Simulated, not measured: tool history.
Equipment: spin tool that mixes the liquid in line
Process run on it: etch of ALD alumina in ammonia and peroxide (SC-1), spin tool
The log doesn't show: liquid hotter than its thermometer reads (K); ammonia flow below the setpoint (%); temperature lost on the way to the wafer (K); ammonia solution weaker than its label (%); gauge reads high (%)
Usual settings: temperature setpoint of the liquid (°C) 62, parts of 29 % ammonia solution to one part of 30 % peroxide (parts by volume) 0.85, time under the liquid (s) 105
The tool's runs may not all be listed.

run	hour	temperature setpoint of the liquid (°C)	parts of 29 % ammonia solution to one part of 30 % peroxide (parts by volume)	time under the liquid (s)	wafers since the last listed run	hours since the thermometer was replaced	hours since the ammonia flow meter was replaced	hours since the heated supply line was repaired	hours since the drum of ammonia solution was connected	hours since the gauge calibration	read-back film thickness of the ALD alumina reference wafer, read on the same gauge (nm)	thickness taken off the ALD alumina on a monitor wafer (Å)
1	0	62	0.85	105	0	2830.5	172.7	3135.8	775.7	114.8	120.01	78.5
# hour 11.5: heated supply line repaired
# hour 16.4: new drum of ammonia solution connected
2	31	54.5	0.95	105	391	2861.5	203.7	19.5	14.6	145.8	119.98	47.4
3	66.5	62	1.05	105	479	2897	239.2	55	50.1	181.3	119.96	71
4	90.9	56.5	1.1	80	329	2921.4	263.6	79.4	74.5	205.7	119.99	39.7
5	103.8	66.5	0.5	120	174	2934.3	276.5	92.3	87.4	218.6	119.98	93.7
6	127.2	52.5	0.85	50	316	2957.7	299.9	115.7	110.8	242	120.03	19.8
7	157.2	62	0.85	105	405	2987.7	329.9	145.7	140.8	272	120	70.7
# hour 173.5: heated supply line repaired, repeated, since the last time left the tool worse
8	178.8	68.5	0.85	170	278	3009.3	351.5	5.3	162.4	293.6	119.98	201.1
9	205.7	62	0.85	105	363	3036.2	378.4	32.2	189.3	320.5	120.02	88.5
10	222.1	62	0.85	105	221	3052.6	394.8	48.6	205.7	336.9	119.98	90
# hour 231.4: thermometer replaced
11	238.6	70	0.85	105	209	7.2	411.3	65.1	222.2	353.4	119.98	131.5
12	258.8	70	1.05	105	272	27.4	431.5	85.3	242.4	373.6	120.04	132.8
13	276	62	0.85	105	232	44.6	448.7	102.5	259.6	390.8	120.02	88.6
14	307.3	70	1.15	105	422	75.9	480	133.8	290.9	422.1	119.98	134.5
15	320.2	65.5	1.2	60	174	88.8	492.9	146.7	303.8	435	120	62.8
16	343.2	70	0.85	165	310	111.8	515.9	169.7	326.8	458	120.01	206
17	369.1	62	0.85	165	349	137.7	541.8	195.6	352.7	483.9	120.03	139.2
18	400.5	62	0.85	105	424	169.1	573.2	227	384.1	515.3	119.99	87.4
19	414	66.5	1.1	55	182	182.6	586.7	240.5	397.6	528.8	120	59
20	439.6	69	0.85	105	345	208.2	612.3	266.1	423.2	554.4	119.97	123.7
21	490.1	62	0.85	105	682	258.7	662.8	316.6	473.7	604.9	120	86.8
22	505.1	62	0.85	105	202	273.7	677.8	331.6	488.7	619.9	119.99	86.2
23	530.4	58.5	0.5	130	341	299	703.1	356.9	514	645.2	120	85.9
24	557.7	62	0.85	105	368	326.3	730.4	384.2	541.3	672.5	120.02	87.3
25	586.1	62	1.2	120	383	354.7	758.8	412.6	569.7	700.9	120.04	103.9
26	603	62	0.85	140	228	371.6	775.7	429.5	586.6	717.8	119.99	116.4

Hidden state at the last listed run before each entry between runs and at the first one after, where it differs:
Run 1 -> run 2: heated supply line repaired (hour 11.5); new drum of ammonia solution connected (hour 16.4)
  temperature lost on the way to the wafer (K): 2.98 -> 5.08
  measured value less the no-hidden-state value, thickness taken off the ALD alumina on a monitor wafer (Å): -12.9 -> -15.1
Run 7 -> run 8: heated supply line repaired, repeated, since the last time left the tool worse (hour 173.5)
  temperature lost on the way to the wafer (K): 5.19 -> 0.416
  measured value less the no-hidden-state value, thickness taken off the ALD alumina on a monitor wafer (Å): -21.7 -> -4.1
Run 10 -> run 11: thermometer replaced (hour 231.4)
  temperature lost on the way to the wafer (K): 0.454 -> 0.468
  measured value less the no-hidden-state value, thickness taken off the ALD alumina on a monitor wafer (Å): -2 -> -3

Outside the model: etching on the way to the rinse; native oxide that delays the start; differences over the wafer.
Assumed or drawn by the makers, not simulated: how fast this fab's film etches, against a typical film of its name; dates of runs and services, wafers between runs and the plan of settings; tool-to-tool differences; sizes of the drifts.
